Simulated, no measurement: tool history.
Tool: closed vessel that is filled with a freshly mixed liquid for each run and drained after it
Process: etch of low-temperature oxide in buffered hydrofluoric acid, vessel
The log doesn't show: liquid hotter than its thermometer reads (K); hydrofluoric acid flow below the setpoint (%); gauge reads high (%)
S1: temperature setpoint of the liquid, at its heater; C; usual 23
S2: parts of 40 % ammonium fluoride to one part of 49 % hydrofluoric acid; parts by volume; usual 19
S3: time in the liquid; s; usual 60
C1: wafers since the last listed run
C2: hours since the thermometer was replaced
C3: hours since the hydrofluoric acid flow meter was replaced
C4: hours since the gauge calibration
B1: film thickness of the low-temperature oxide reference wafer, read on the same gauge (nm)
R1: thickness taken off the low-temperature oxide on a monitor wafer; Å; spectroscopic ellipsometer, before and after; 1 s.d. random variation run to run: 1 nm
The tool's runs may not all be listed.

run 1 hour=0 | S1=23 S2=19 S3=60 | C1=0 C2=304.9 C3=1633.4 C4=161.3 | B1=30.01 | R1=2017.1
run 2 hour=9.7 | S1=23 S2=19 S3=60 | C1=1165 C2=314.6 C3=1643.1 C4=171 | B1=30 | R1=2019.9
run 3 hour=19.4 | S1=23 S2=19 S3=60 | C1=1165 C2=324.3 C3=1652.8 C4=180.7 | B1=30.01 | R1=2028
run 4 hour=31.9 | S1=23 S2=19 S3=60 | C1=1502 C2=336.8 C3=1665.3 C4=193.2 | B1=30.01 | R1=2020
run 5 hour=41.3 | S1=23 S2=19 S3=60 | C1=1129 C2=346.2 C3=1674.7 C4=202.6 | B1=29.99 | R1=2032.4
run 6 hour=57.2 | S1=23 S2=19 S3=60 | C1=1911 C2=362.1 C3=1690.6 C4=218.5 | B1=30.01 | R1=2014.8
run 7 hour=64.5 | S1=23 S2=19 S3=60 | C1=877 C2=369.4 C3=1697.9 C4=225.8 | B1=29.98 | R1=2024.1
run 8 hour=80.7 | S1=23 S2=19 S3=60 | C1=1947 C2=385.6 C3=1714.1 C4=242 | B1=29.99 | R1=2022.7
-- hour=118.4 gauge calibrated
run 9 hour=120.6 | S1=23 S2=19 S3=60 | C1=4795 C2=425.5 C3=1754 C4=2.2 | B1=30.03 | R1=2033.7
run 10 hour=127.3 | S1=23 S2=19 S3=60 | C1=805 C2=432.2 C3=1760.7 C4=8.9 | B1=29.99 | R1=2050.4
run 11 hour=139.8 | S1=23 S2=19 S3=60 | C1=1502 C2=444.7 C3=1773.2 C4=21.4 | B1=30.01 | R1=2050.7
run 12 hour=147.2 | S1=23 S2=19 S3=60 | C1=889 C2=452.1 C3=1780.6 C4=28.8 | B1=30.01 | R1=2039.3
run 13 hour=154.7 | S1=23 S2=19 S3=60 | C1=901 C2=459.6 C3=1788.1 C4=36.3 | B1=30 | R1=2046.5
-- hour=200.6 hydrofluoric acid flow meter replaced
run 14 hour=203.7 | S1=23 S2=19 S3=60 | C1=5769 C2=508.6 C3=3.1 C4=85.3 | B1=30.02 | R1=2245.7
run 15 hour=210.8 | S1=26.5 S2=26.5 S3=85 | C1=853 C2=515.7 C3=10.2 C4=92.4 | B1=29.98 | R1=3003.5
-- hour=219 thermometer replaced
run 16 hour=224.6 | S1=23 S2=19 S3=60 | C1=1538 C2=5.6 C3=24 C4=106.2 | B1=29.99 | R1=2065.9
run 17 hour=233.8 | S1=28 S2=13.5 S3=90 | C1=1105 C2=14.8 C3=33.2 C4=115.4 | B1=30 | R1=5770.2
run 18 hour=245.9 | S1=25.5 S2=23.5 S3=50 | C1=1454 C2=26.9 C3=45.3 C4=127.5 | B1=30.01 | R1=1712
run 19 hour=256 | S1=25 S2=19 S3=45 | C1=1213 C2=37 C3=55.4 C4=137.6 | B1=29.98 | R1=1752.5
run 20 hour=273.9 | S1=23 S2=14.5 S3=60 | C1=2151 C2=54.9 C3=73.3 C4=155.5 | B1=29.99 | R1=2729.4
run 21 hour=284.3 | S1=23 S2=19 S3=60 | C1=1250 C2=65.3 C3=83.7 C4=165.9 | B1=29.99 | R1=2105.8
run 22 hour=297.8 | S1=23 S2=19 S3=60 | C1=1622 C2=78.8 C3=97.2 C4=179.4 | B1=30.01 | R1=2104
run 23 hour=311.5 | S1=25 S2=23.5 S3=50 | C1=1646 C2=92.5 C3=110.9 C4=193.1 | B1=29.98 | R1=1662.2
run 24 hour=326.4 | S1=19.5 S2=19 S3=60 | C1=1790 C2=107.4 C3=125.8 C4=208 | B1=29.99 | R1=1749.2
run 25 hour=340.7 | S1=23 S2=19 S3=30 | C1=1718 C2=121.7 C3=140.1 C4=222.3 | B1=29.98 | R1=1044.5
run 26 hour=355.2 | S1=23 S2=16.5 S3=30 | C1=1742 C2=136.2 C3=154.6 C4=236.8 | B1=29.98 | R1=1203.5
run 27 hour=372.1 | S1=23 S2=12.5 S3=70 | C1=2031 C2=153.1 C3=171.5 C4=253.7 | B1=30.01 | R1=3729.7
run 28 hour=381.9 | S1=28 S2=13.5 S3=90 | C1=1177 C2=162.9 C3=181.3 C4=263.5 | B1=29.99 | R1=5800.3
-- hour=398 gauge calibrated
run 29 hour=414.1 | S1=23 S2=16.5 S3=45 | C1=3870 C2=195.1 C3=213.5 C4=16.1 | B1=30.01 | R1=1835
run 30 hour=427.9 | S1=23 S2=19 S3=60 | C1=1658 C2=208.9 C3=227.3 C4=29.9 | B1=30.01 | R1=2118.9
run 31 hour=438.9 | S1=25 S2=16 S3=85 | C1=1322 C2=219.9 C3=238.3 C4=40.9 | B1=30.02 | R1=3976.5

5 options for the next run, each taken on its own from the tool as it stands now. Forecast them:
run A hour=439.6 | S1=23 S2=12 S3=60 | C1=84 C2=220.6 C3=239 C4=41.6 | B1=? | R1=?
run B hour=439.6 | S1=27 S2=14 S3=60 | C1=84 C2=220.6 C3=239 C4=41.6 | B1=? | R1=?
run C hour=439.6 | S1=23 S2=13 S3=80 | C1=84 C2=220.6 C3=239 C4=41.6 | B1=? | R1=?
run D hour=439.6 | S1=25.5 S2=19 S3=30 | C1=84 C2=220.6 C3=239 C4=41.6 | B1=? | R1=?
run E hour=439.6 | S1=23 S2=13 S3=75 | C1=84 C2=220.6 C3=239 C4=41.6 | B1=? | R1=?

run=A B1=30 R1=3355.7
run=B B1=30 R1=3581.3
run=C B1=30 R1=4136.9
run=D B1=30 R1=1223.7
run=E B1=30 R1=3878.3
What these runs would have given with no unlogged condition in the tool:
run=A R1=3296.1
run=B R1=3521
run=C R1=4063.6
run=D R1=1202.7
run=E R1=3809.6
